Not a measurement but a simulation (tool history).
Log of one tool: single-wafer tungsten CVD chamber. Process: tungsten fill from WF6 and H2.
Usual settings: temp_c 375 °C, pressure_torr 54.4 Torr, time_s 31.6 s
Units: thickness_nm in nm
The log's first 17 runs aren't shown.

run   hour  temp_c  pressure_torr  time_s  read-back reference wafer on the same gauge, thickness_nm  thickness_nm
 18  256.5     370           54.4    31.6                                                     66.174        66.634
 19  268.2     375           54.4    31.6                                                     66.215        74.043
 20  275.3     365           48.0    33.5                                                     66.213        57.701
     280.8  -- gauge calibrated
 21  284.8     375           64.5    31.6                                                     66.175        82.768
     298.8  -- showerhead replaced
 22  301.3     375           54.4    36.8                                                     66.197        86.912
 23  322.8     369           54.4    26.0                                                     66.113        53.878
 24  329.2     375           42.3    31.6                                                     66.181        60.914
 25  340.1     382           54.4    31.6                                                     66.192        85.466
 26  346.3     375           59.5    37.2                                                     66.166        92.924
 27  352.9     375           54.4    31.6                                                     66.192        73.994
 28  361.9     375           54.4    31.6                                                     66.092        74.223
 29  377.0     375           54.4    31.6                                                     66.188        73.954
 30  387.6     364           48.0    25.5                                                     66.247        43.024
 31  404.3     375           54.4    31.6                                                     66.183        74.402
 32  420.1     368           41.8    37.3                                                     66.200        61.268
 33  426.9     375           54.4    31.6                                                     66.216        74.349
 34  441.6     370           58.4    31.6                                                     66.240        70.304

4 ways to go on from here, each from the tool as it stands after run 34. What would each give?
  A  442.0     375           54.4    31.6                                                          ?             ?
  B  442.0     375           54.4    29.0                                                          ?             ?
  C  442.0     375           41.8    37.6                                                          ?             ?
  D  442.0     366           44.2    36.0                                                          ?             ?

run  read-back reference wafer on the same gauge, thickness_nm  thickness_nm
  A                                                     66.227        74.297
  B                                                     66.227        68.161
  C                                                     66.227        71.856
  D                                                     66.227        59.461
Without the tool's hidden state the same runs would have given:
run  thickness_nm
  A        71.924
  B        65.984
  C        69.462
  D        57.474

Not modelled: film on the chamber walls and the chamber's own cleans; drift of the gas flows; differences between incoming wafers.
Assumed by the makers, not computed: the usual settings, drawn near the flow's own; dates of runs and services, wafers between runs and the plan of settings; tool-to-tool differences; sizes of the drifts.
